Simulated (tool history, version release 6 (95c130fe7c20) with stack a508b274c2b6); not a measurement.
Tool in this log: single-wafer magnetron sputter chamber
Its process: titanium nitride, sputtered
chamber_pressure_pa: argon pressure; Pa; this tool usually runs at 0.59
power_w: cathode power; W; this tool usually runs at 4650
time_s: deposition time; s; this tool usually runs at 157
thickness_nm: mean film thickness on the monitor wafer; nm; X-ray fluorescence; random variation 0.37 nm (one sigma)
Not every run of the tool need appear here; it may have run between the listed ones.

run	hour	chamber_pressure_pa	power_w	time_s	read-back reference wafer on the same gauge, thickness_nm	thickness_nm
1	0	0.59	4650	157	141.722	124.931
2	28	0.59	4650	157	141.626	125.027
3	68.6	0.59	4650	157	141.878	125.589
4	168.7	0.59	5250	157	141.81	142.232
5	210	0.59	4650	157	142.141	125.964
6	278.4	0.59	4650	157	142.204	126.208
7	349.7	0.59	4650	141	142.437	114.068
8	410.4	0.59	4650	141	142.747	113.213
# hour 421.3: sputter target and shields replaced
9	454	0.402	4650	164	142.794	146.751
10	499.6	0.402	4650	164	142.849	148.108
11	538.4	0.402	4650	164	143.092	147.294
12	602	0.43	4650	157	143.078	139.126
# hour 640.3: magnet pack replaced
13	652.7	0.59	4650	157	143.052	127.114
# hour 671.2: capacitance manometer re-zeroed and calibrated
14	688.9	0.59	4650	157	143.256	127.048
15	752.7	0.689	5550	140	143.363	127.87
16	860.3	0.59	4650	157	143.551	127.04
17	905.4	0.43	4650	157	143.9	139.716
# hour 938: gauge calibrated
18	960.8	0.447	4650	157	140.269	134.723
19	1030	0.66	5150	157	140.614	132.723
20	1101.8	0.761	3900	157	140.651	95.626
# hour 1122.9: sputter target and shields replaced
21	1266.3	0.59	3950	181	140.898	122.262
22	1317.3	0.59	4650	138	141.081	109.85
23	1388.5	0.67	4650	157	141.678	119.456
24	1436.5	0.523	5350	135	141.607	128.694
25	1484.8	0.59	4650	157	141.679	125.907
26	1517.6	0.68	5400	174	141.792	154.441
27	1542.5	0.822	3600	186	141.643	101.892
28	1590.6	0.702	3900	157	142.014	98.757

Predict each of these 4 candidate next runs independently; none follows another, all start after run 28:
A	1591	0.59	4650	157	?	?
B	1591	0.71	5550	165	?	?
C	1591	0.458	5750	140	?	?
D	1591	0.59	5700	175	?	?

run	read-back reference wafer on the same gauge, thickness_nm	thickness_nm
A	142.032	125.734
B	142.032	147.594
C	142.032	149.439
D	142.032	171.796
Take away the tool's hidden state, keep each run's random variation, and the runs would have read:
run	thickness_nm
A	124.045
B	145.611
C	147.432
D	169.489

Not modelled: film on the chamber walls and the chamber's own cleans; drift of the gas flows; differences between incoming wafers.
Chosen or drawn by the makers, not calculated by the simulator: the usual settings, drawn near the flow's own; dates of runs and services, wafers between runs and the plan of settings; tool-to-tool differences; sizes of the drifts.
